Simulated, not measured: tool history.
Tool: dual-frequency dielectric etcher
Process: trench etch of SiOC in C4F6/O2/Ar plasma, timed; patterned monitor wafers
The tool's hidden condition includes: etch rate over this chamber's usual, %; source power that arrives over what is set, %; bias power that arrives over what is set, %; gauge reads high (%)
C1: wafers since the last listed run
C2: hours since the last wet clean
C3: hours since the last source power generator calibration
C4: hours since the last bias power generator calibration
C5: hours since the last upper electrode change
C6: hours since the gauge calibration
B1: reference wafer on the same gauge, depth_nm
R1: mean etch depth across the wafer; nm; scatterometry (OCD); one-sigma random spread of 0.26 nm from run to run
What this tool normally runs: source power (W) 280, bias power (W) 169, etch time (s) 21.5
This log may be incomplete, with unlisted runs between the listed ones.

{"run": 1, "hour": 0.0, "source power (W)": 230, "bias power (W)": 169, "etch time (s)": 21.5, "C1": 0, "C2": 140.4, "C3": 1591.7, "C4": 1637.7, "C5": 2058.8, "C6": 635.9, "B1": 34.79, "R1": 34.37}
{"run": 2, "hour": 23.7, "source power (W)": 280, "bias power (W)": 169, "etch time (s)": 21.5, "C1": 279, "C2": 164.1, "C3": 1615.4, "C4": 1661.4, "C5": 2082.5, "C6": 659.6, "B1": 34.76, "R1": 38.65}
{"run": 3, "hour": 43.4, "source power (W)": 280, "bias power (W)": 169, "etch time (s)": 21.5, "C1": 232, "C2": 183.8, "C3": 1635.1, "C4": 1681.1, "C5": 2102.2, "C6": 679.3, "B1": 34.81, "R1": 37.92}
{"run": 4, "hour": 75.5, "source power (W)": 280, "bias power (W)": 169, "etch time (s)": 21.5, "C1": 379, "C2": 215.9, "C3": 1667.2, "C4": 1713.2, "C5": 2134.3, "C6": 711.4, "B1": 34.79, "R1": 38.4}
{"run": 5, "hour": 106.8, "source power (W)": 280, "bias power (W)": 198, "etch time (s)": 21.5, "C1": 369, "C2": 247.2, "C3": 1698.5, "C4": 1744.5, "C5": 2165.6, "C6": 742.7, "B1": 34.8, "R1": 39.91}
{"run": 6, "hour": 127.6, "source power (W)": 280, "bias power (W)": 198, "etch time (s)": 21.5, "C1": 245, "C2": 268.0, "C3": 1719.3, "C4": 1765.3, "C5": 2186.4, "C6": 763.5, "B1": 34.81, "R1": 40.02}
{"run": 7, "hour": 140.8, "source power (W)": 280, "bias power (W)": 198, "etch time (s)": 21.5, "C1": 155, "C2": 281.2, "C3": 1732.5, "C4": 1778.5, "C5": 2199.6, "C6": 776.7, "B1": 34.76, "R1": 40.58}
{"run": 8, "hour": 172.8, "source power (W)": 330, "bias power (W)": 169, "etch time (s)": 21.5, "C1": 377, "C2": 313.2, "C3": 1764.5, "C4": 1810.5, "C5": 2231.6, "C6": 808.7, "B1": 34.79, "R1": 42.14}
{"run": 9, "hour": 201.2, "source power (W)": 280, "bias power (W)": 169, "etch time (s)": 21.5, "C1": 335, "C2": 341.6, "C3": 1792.9, "C4": 1838.9, "C5": 2260.0, "C6": 837.1, "B1": 34.85, "R1": 38.85}
{"run": 10, "hour": 217.3, "source power (W)": 280, "bias power (W)": 201, "etch time (s)": 17.5, "C1": 190, "C2": 357.7, "C3": 1809.0, "C4": 1855.0, "C5": 2276.1, "C6": 853.2, "B1": 34.77, "R1": 33.0}
{"run": 11, "hour": 251.0, "source power (W)": 280, "bias power (W)": 169, "etch time (s)": 21.5, "C1": 398, "C2": 391.4, "C3": 1842.7, "C4": 1888.7, "C5": 2309.8, "C6": 886.9, "B1": 34.84, "R1": 38.88}
{"run": 12, "hour": 287.2, "source power (W)": 280, "bias power (W)": 189, "etch time (s)": 27.5, "C1": 427, "C2": 427.6, "C3": 1878.9, "C4": 1924.9, "C5": 2346.0, "C6": 923.1, "B1": 34.81, "R1": 51.35}
{"hour": 319.5, "done": "upper electrode replaced"}
{"run": 13, "hour": 320.0, "source power (W)": 280, "bias power (W)": 169, "etch time (s)": 15.5, "C1": 103, "C2": 460.4, "C3": 1911.7, "C4": 1957.7, "C5": 0.5, "C6": 955.9, "B1": 34.83, "R1": 28.11}
{"hour": 327.9, "done": "source power generator calibrated"}
{"hour": 334.1, "done": "gauge calibrated"}
{"run": 14, "hour": 351.2, "source power (W)": 340, "bias power (W)": 169, "etch time (s)": 21.5, "C1": 321, "C2": 491.6, "C3": 23.3, "C4": 1988.9, "C5": 31.7, "C6": 17.1, "B1": 34.75, "R1": 43.27}
{"run": 15, "hour": 378.8, "source power (W)": 310, "bias power (W)": 154, "etch time (s)": 17.5, "C1": 325, "C2": 519.2, "C3": 50.9, "C4": 2016.5, "C5": 59.3, "C6": 44.7, "B1": 34.84, "R1": 32.66}
{"hour": 454.2, "done": "wet clean of the chamber"}
{"run": 16, "hour": 473.0, "source power (W)": 310, "bias power (W)": 205, "etch time (s)": 19.5, "C1": 829, "C2": 18.8, "C3": 145.1, "C4": 2110.7, "C5": 153.5, "C6": 138.9, "B1": 34.72, "R1": 38.16}
{"run": 17, "hour": 485.5, "source power (W)": 280, "bias power (W)": 186, "etch time (s)": 21.5, "C1": 147, "C2": 31.3, "C3": 157.6, "C4": 2123.2, "C5": 166.0, "C6": 151.4, "B1": 34.81, "R1": 38.92}
{"run": 18, "hour": 513.3, "source power (W)": 250, "bias power (W)": 189, "etch time (s)": 17.5, "C1": 328, "C2": 59.1, "C3": 185.4, "C4": 2151.0, "C5": 193.8, "C6": 179.2, "B1": 34.84, "R1": 30.17}
{"run": 19, "hour": 540.4, "source power (W)": 280, "bias power (W)": 209, "etch time (s)": 21.5, "C1": 320, "C2": 86.2, "C3": 212.5, "C4": 2178.1, "C5": 220.9, "C6": 206.3, "B1": 34.72, "R1": 40.76}
{"hour": 609.1, "done": "bias power generator calibrated"}
{"run": 20, "hour": 641.9, "source power (W)": 280, "bias power (W)": 169, "etch time (s)": 21.5, "C1": 1151, "C2": 187.7, "C3": 314.0, "C4": 32.8, "C5": 322.4, "C6": 307.8, "B1": 34.87, "R1": 38.34}
{"run": 21, "hour": 655.6, "source power (W)": 340, "bias power (W)": 169, "etch time (s)": 19.0, "C1": 161, "C2": 201.4, "C3": 327.7, "C4": 46.5, "C5": 336.1, "C6": 321.5, "B1": 34.84, "R1": 37.53}
{"run": 22, "hour": 672.1, "source power (W)": 280, "bias power (W)": 169, "etch time (s)": 21.5, "C1": 194, "C2": 217.9, "C3": 344.2, "C4": 63.0, "C5": 352.6, "C6": 338.0, "B1": 34.85, "R1": 38.24}
{"run": 23, "hour": 687.7, "source power (W)": 280, "bias power (W)": 169, "etch time (s)": 21.5, "C1": 184, "C2": 233.5, "C3": 359.8, "C4": 78.6, "C5": 368.2, "C6": 353.6, "B1": 34.78, "R1": 38.38}
{"run": 24, "hour": 714.8, "source power (W)": 280, "bias power (W)": 140, "etch time (s)": 21.5, "C1": 320, "C2": 260.6, "C3": 386.9, "C4": 105.7, "C5": 395.3, "C6": 380.7, "B1": 34.72, "R1": 36.89}
{"run": 25, "hour": 742.5, "source power (W)": 280, "bias power (W)": 201, "etch time (s)": 17.5, "C1": 327, "C2": 288.3, "C3": 414.6, "C4": 133.4, "C5": 423.0, "C6": 408.4, "B1": 34.79, "R1": 32.76}
{"run": 26, "hour": 756.7, "source power (W)": 240, "bias power (W)": 144, "etch time (s)": 25.0, "C1": 167, "C2": 302.5, "C3": 428.8, "C4": 147.6, "C5": 437.2, "C6": 422.6, "B1": 34.77, "R1": 39.77}
{"run": 27, "hour": 789.6, "source power (W)": 280, "bias power (W)": 184, "etch time (s)": 21.5, "C1": 388, "C2": 335.4, "C3": 461.7, "C4": 180.5, "C5": 470.1, "C6": 455.5, "B1": 34.71, "R1": 39.09}
{"run": 28, "hour": 859.7, "source power (W)": 280, "bias power (W)": 169, "etch time (s)": 18.0, "C1": 827, "C2": 405.5, "C3": 531.8, "C4": 250.6, "C5": 540.2, "C6": 525.6, "B1": 34.81, "R1": 32.89}
{"run": 29, "hour": 889.5, "source power (W)": 330, "bias power (W)": 198, "etch time (s)": 24.0, "C1": 351, "C2": 435.3, "C3": 561.6, "C4": 280.4, "C5": 570.0, "C6": 555.4, "B1": 34.78, "R1": 49.24}
{"run": 30, "hour": 925.5, "source power (W)": 250, "bias power (W)": 211, "etch time (s)": 15.5, "C1": 425, "C2": 471.3, "C3": 597.6, "C4": 316.4, "C5": 606.0, "C6": 591.4, "B1": 34.7, "R1": 27.9}
{"hour": 983.5, "done": "wet clean of the chamber"}
{"run": 31, "hour": 995.6, "source power (W)": 280, "bias power (W)": 187, "etch time (s)": 21.5, "C1": 544, "C2": 12.1, "C3": 667.7, "C4": 386.5, "C5": 676.1, "C6": 661.5, "B1": 34.8, "R1": 39.15}

3 options for the next run, each taken on its own from the tool as it stands now. Forecast them:
{"run": "A", "hour": 996.0, "source power (W)": 280, "bias power (W)": 181, "etch time (s)": 21.5, "C1": 4, "C2": 12.5, "C3": 668.1, "C4": 386.9, "C5": 676.5, "C6": 661.9, "B1": "?", "R1": "?"}
{"run": "B", "hour": 996.0, "source power (W)": 280, "bias power (W)": 169, "etch time (s)": 26.0, "C1": 4, "C2": 12.5, "C3": 668.1, "C4": 386.9, "C5": 676.5, "C6": 661.9, "B1": "?", "R1": "?"}
{"run": "C", "hour": 996.0, "source power (W)": 280, "bias power (W)": 183, "etch time (s)": 21.5, "C1": 4, "C2": 12.5, "C3": 668.1, "C4": 386.9, "C5": 676.5, "C6": 661.9, "B1": "?", "R1": "?"}

run=A B1=34.77 R1=38.74
run=B B1=34.77 R1=46.06
run=C B1=34.77 R1=38.84
With the hidden condition removed and each run's random variation left untouched, the same runs would have given:
run=A R1=38.62
run=B R1=45.92
run=C R1=38.72
